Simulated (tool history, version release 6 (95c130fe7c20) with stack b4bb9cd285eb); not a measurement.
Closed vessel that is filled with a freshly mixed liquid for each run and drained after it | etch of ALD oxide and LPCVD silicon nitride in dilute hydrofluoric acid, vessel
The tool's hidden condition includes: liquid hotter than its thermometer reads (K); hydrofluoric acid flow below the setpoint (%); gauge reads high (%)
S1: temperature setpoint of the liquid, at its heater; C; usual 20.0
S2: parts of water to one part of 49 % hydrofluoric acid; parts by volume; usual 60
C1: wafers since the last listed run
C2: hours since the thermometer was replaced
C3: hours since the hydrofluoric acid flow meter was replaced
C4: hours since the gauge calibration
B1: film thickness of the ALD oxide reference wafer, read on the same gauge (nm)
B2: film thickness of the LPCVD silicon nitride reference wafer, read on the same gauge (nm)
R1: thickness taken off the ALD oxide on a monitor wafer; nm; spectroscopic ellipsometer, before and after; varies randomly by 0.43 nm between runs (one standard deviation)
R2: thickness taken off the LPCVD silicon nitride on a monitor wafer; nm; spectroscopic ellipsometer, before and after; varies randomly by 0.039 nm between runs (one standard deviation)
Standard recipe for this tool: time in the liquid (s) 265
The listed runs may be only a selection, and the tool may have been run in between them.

run 1 day=0.000 | S1=20.0 S2=60 time_in_the_liquid_(s)=265 | C1=0 C2=648.0 C3=285.0 C4=144.7 | B1=70.01 B2=109.975 | R1=59.36 R2=1.866
run 2 day=0.346 | S1=20.0 S2=60 time_in_the_liquid_(s)=265 | C1=657 C2=656.3 C3=293.3 C4=153.0 | B1=69.99 B2=109.963 | R1=58.54 R2=1.867
run 3 day=0.608 | S1=20.0 S2=60 time_in_the_liquid_(s)=265 | C1=498 C2=662.6 C3=299.6 C4=159.3 | B1=70.01 B2=110.003 | R1=58.41 R2=1.804
run 4 day=1.233 | S1=20.0 S2=60 time_in_the_liquid_(s)=265 | C1=1187 C2=677.6 C3=314.6 C4=174.3 | B1=69.98 B2=110.010 | R1=58.33 R2=1.862
run 5 day=1.738 | S1=20.0 S2=60 time_in_the_liquid_(s)=265 | C1=957 C2=689.7 C3=326.7 C4=186.4 | B1=70.01 B2=109.971 | R1=57.95 R2=1.807
run 6 day=1.992 | S1=20.0 S2=50 time_in_the_liquid_(s)=265 | C1=482 C2=695.8 C3=332.8 C4=192.5 | B1=69.98 B2=110.035 | R1=70.69 R2=2.159
run 7 day=2.658 | S1=20.0 S2=75 time_in_the_liquid_(s)=265 | C1=1266 C2=711.8 C3=348.8 C4=208.5 | B1=69.98 B2=109.999 | R1=45.83 R2=1.457
run 8 day=3.125 | S1=20.0 S2=75 time_in_the_liquid_(s)=265 | C1=886 C2=723.0 C3=360.0 C4=219.7 | B1=69.99 B2=110.004 | R1=46.35 R2=1.535
run 9 day=3.658 | S1=20.0 S2=75 time_in_the_liquid_(s)=265 | C1=1013 C2=735.8 C3=372.8 C4=232.5 | B1=70.02 B2=110.040 | R1=45.65 R2=1.497
run 10 day=4.254 | S1=20.0 S2=60 time_in_the_liquid_(s)=265 | C1=1132 C2=750.1 C3=387.1 C4=246.8 | B1=69.98 B2=109.987 | R1=58.46 R2=1.766
run 11 day=4.850 | S1=24.0 S2=60 time_in_the_liquid_(s)=400 | C1=1132 C2=764.4 C3=401.4 C4=261.1 | B1=69.99 B2=110.014 | R1=103.86 R2=3.525
-- day=4.933 gauge calibrated
run 12 day=5.433 | S1=18.5 S2=30 time_in_the_liquid_(s)=360 | C1=1108 C2=778.4 C3=415.4 C4=12.0 | B1=69.98 B2=109.991 | R1=154.18 R2=4.402
run 13 day=6.179 | S1=20.0 S2=60 time_in_the_liquid_(s)=265 | C1=1417 C2=796.3 C3=433.3 C4=29.9 | B1=69.99 B2=110.008 | R1=58.58 R2=1.837
-- day=6.342 hydrofluoric acid flow meter replaced
-- day=6.379 thermometer replaced
run 14 day=6.467 | S1=20.0 S2=45 time_in_the_liquid_(s)=410 | C1=399 C2=2.1 C3=3.0 C4=36.8 | B1=70.01 B2=109.992 | R1=120.49 R2=3.846
run 15 day=6.888 | S1=20.0 S2=60 time_in_the_liquid_(s)=335 | C1=799 C2=12.2 C3=13.1 C4=46.9 | B1=70.02 B2=109.967 | R1=74.86 R2=2.351
run 16 day=7.396 | S1=20.0 S2=60 time_in_the_liquid_(s)=265 | C1=965 C2=24.4 C3=25.3 C4=59.1 | B1=69.99 B2=110.024 | R1=58.40 R2=1.811
run 17 day=7.896 | S1=20.0 S2=60 time_in_the_liquid_(s)=265 | C1=949 C2=36.4 C3=37.3 C4=71.1 | B1=70.00 B2=110.024 | R1=58.22 R2=1.766
run 18 day=8.533 | S1=18.5 S2=45 time_in_the_liquid_(s)=170 | C1=1211 C2=51.7 C3=52.6 C4=86.4 | B1=69.99 B2=110.001 | R1=47.13 R2=1.408

Run 19 comes next. What will it give?
run 19 day=8.846 | S1=22.5 S2=50 time_in_the_liquid_(s)=305 | C1=593 C2=59.2 C3=60.1 C4=93.9 | B1=? B2=? | R1=? R2=?

Run 19 gave B1 70.03, B2 109.995, R1 90.67 nm, R2 3.019 nm.
Minus the tool's unlogged condition, the same run would have read R1 90.67 nm, R2 3.019 nm.

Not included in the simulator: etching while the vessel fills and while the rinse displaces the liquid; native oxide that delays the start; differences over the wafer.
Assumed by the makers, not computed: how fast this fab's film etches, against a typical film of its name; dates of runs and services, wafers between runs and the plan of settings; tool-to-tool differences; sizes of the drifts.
